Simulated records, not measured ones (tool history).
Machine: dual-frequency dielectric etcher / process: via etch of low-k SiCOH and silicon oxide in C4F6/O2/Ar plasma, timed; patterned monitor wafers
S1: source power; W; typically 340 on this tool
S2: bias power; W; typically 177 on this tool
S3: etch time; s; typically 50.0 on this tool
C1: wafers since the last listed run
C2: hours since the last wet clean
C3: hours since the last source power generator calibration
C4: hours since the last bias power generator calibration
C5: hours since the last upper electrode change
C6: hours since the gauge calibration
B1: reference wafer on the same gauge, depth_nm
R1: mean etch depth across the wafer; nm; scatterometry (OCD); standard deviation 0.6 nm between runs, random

{"run": 1, "hour": 0.0, "S1": 340, "S2": 177, "S3": 50.0, "C1": 0, "C2": 239.2, "C3": 1545.7, "C4": 3741.3, "C5": 6320.8, "C6": 294.0, "B1": 127.3, "R1": 123.0}
{"run": 2, "hour": 14.9, "S1": 340, "S2": 177, "S3": 50.0, "C1": 157, "C2": 254.1, "C3": 1560.6, "C4": 3756.2, "C5": 6335.7, "C6": 308.9, "B1": 127.0, "R1": 124.0}
{"run": 3, "hour": 33.7, "S1": 340, "S2": 177, "S3": 50.0, "C1": 198, "C2": 272.9, "C3": 1579.4, "C4": 3775.0, "C5": 6354.5, "C6": 327.7, "B1": 127.1, "R1": 123.2}
{"run": 4, "hour": 48.0, "S1": 310, "S2": 177, "S3": 50.0, "C1": 150, "C2": 287.2, "C3": 1593.7, "C4": 3789.3, "C5": 6368.8, "C6": 342.0, "B1": 126.9, "R1": 116.7}
{"run": 5, "hour": 60.1, "S1": 310, "S2": 177, "S3": 50.0, "C1": 127, "C2": 299.3, "C3": 1605.8, "C4": 3801.4, "C5": 6380.9, "C6": 354.1, "B1": 127.2, "R1": 116.7}
{"run": 6, "hour": 75.4, "S1": 310, "S2": 177, "S3": 50.0, "C1": 161, "C2": 314.6, "C3": 1621.1, "C4": 3816.7, "C5": 6396.2, "C6": 369.4, "B1": 127.1, "R1": 117.2}
{"run": 7, "hour": 109.4, "S1": 340, "S2": 177, "S3": 50.0, "C1": 358, "C2": 348.6, "C3": 1655.1, "C4": 3850.7, "C5": 6430.2, "C6": 403.4, "B1": 127.0, "R1": 122.6}
{"run": 8, "hour": 142.5, "S1": 340, "S2": 177, "S3": 50.0, "C1": 349, "C2": 381.7, "C3": 1688.2, "C4": 3883.8, "C5": 6463.3, "C6": 436.5, "B1": 127.1, "R1": 123.2}
{"run": 9, "hour": 156.7, "S1": 340, "S2": 177, "S3": 50.0, "C1": 149, "C2": 395.9, "C3": 1702.4, "C4": 3898.0, "C5": 6477.5, "C6": 450.7, "B1": 126.9, "R1": 124.0}
{"run": 10, "hour": 177.8, "S1": 340, "S2": 177, "S3": 50.0, "C1": 222, "C2": 417.0, "C3": 1723.5, "C4": 3919.1, "C5": 6498.6, "C6": 471.8, "B1": 126.8, "R1": 125.9}
{"run": 11, "hour": 207.4, "S1": 340, "S2": 177, "S3": 50.0, "C1": 312, "C2": 446.6, "C3": 1753.1, "C4": 3948.7, "C5": 6528.2, "C6": 501.4, "B1": 126.9, "R1": 124.3}
{"hour": 214.6, "done": "bias power generator calibrated"}
{"run": 12, "hour": 238.9, "S1": 340, "S2": 191, "S3": 50.0, "C1": 290, "C2": 478.1, "C3": 1784.6, "C4": 24.3, "C5": 6559.7, "C6": 532.9, "B1": 127.0, "R1": 129.6}
{"run": 13, "hour": 274.4, "S1": 340, "S2": 177, "S3": 50.0, "C1": 374, "C2": 513.6, "C3": 1820.1, "C4": 59.8, "C5": 6595.2, "C6": 568.4, "B1": 126.8, "R1": 126.9}
{"hour": 302.7, "done": "gauge calibrated"}
{"run": 14, "hour": 304.8, "S1": 340, "S2": 177, "S3": 50.0, "C1": 320, "C2": 544.0, "C3": 1850.5, "C4": 90.2, "C5": 6625.6, "C6": 2.1, "B1": 126.9, "R1": 125.3}
{"hour": 350.8, "done": "upper electrode replaced"}
{"run": 15, "hour": 351.3, "S1": 340, "S2": 177, "S3": 50.0, "C1": 237, "C2": 590.5, "C3": 1897.0, "C4": 136.7, "C5": 0.5, "C6": 48.6, "B1": 127.1, "R1": 124.6}
{"run": 16, "hour": 358.9, "S1": 380, "S2": 177, "S3": 50.0, "C1": 80, "C2": 598.1, "C3": 1904.6, "C4": 144.3, "C5": 8.1, "C6": 56.2, "B1": 127.0, "R1": 135.1}
{"hour": 397.0, "done": "wet clean of the chamber"}
{"run": 17, "hour": 397.5, "S1": 390, "S2": 215, "S3": 44.0, "C1": 154, "C2": 0.5, "C3": 1943.2, "C4": 182.9, "C5": 46.7, "C6": 94.8, "B1": 126.9, "R1": 128.4}
{"run": 18, "hour": 403.0, "S1": 410, "S2": 208, "S3": 50.0, "C1": 58, "C2": 6.0, "C3": 1948.7, "C4": 188.4, "C5": 52.2, "C6": 100.3, "B1": 126.9, "R1": 148.2}
{"hour": 412.9, "done": "source power generator calibrated"}
{"run": 19, "hour": 432.2, "S1": 400, "S2": 177, "S3": 58.0, "C1": 265, "C2": 35.2, "C3": 19.3, "C4": 217.6, "C5": 81.4, "C6": 129.5, "B1": 127.2, "R1": 156.6}
{"run": 20, "hour": 455.9, "S1": 340, "S2": 177, "S3": 50.0, "C1": 250, "C2": 58.9, "C3": 43.0, "C4": 241.3, "C5": 105.1, "C6": 153.2, "B1": 127.0, "R1": 121.9}
{"run": 21, "hour": 475.4, "S1": 410, "S2": 208, "S3": 50.0, "C1": 205, "C2": 78.4, "C3": 62.5, "C4": 260.8, "C5": 124.6, "C6": 172.7, "B1": 126.9, "R1": 148.7}
{"run": 22, "hour": 508.6, "S1": 290, "S2": 177, "S3": 44.5, "C1": 350, "C2": 111.6, "C3": 95.7, "C4": 294.0, "C5": 157.8, "C6": 205.9, "B1": 126.7, "R1": 98.6}

Run 23 comes next. What will it give?
{"run": 23, "hour": 521.6, "S1": 340, "S2": 207, "S3": 36.5, "C1": 137, "C2": 124.6, "C3": 108.7, "C4": 307.0, "C5": 170.8, "C6": 218.9, "B1": "?", "R1": "?"}

B1: 127.0
R1: 96.9 nm
With the hidden condition absent and the run-to-run variation left alone, this run would have shown R1 95.9 nm.
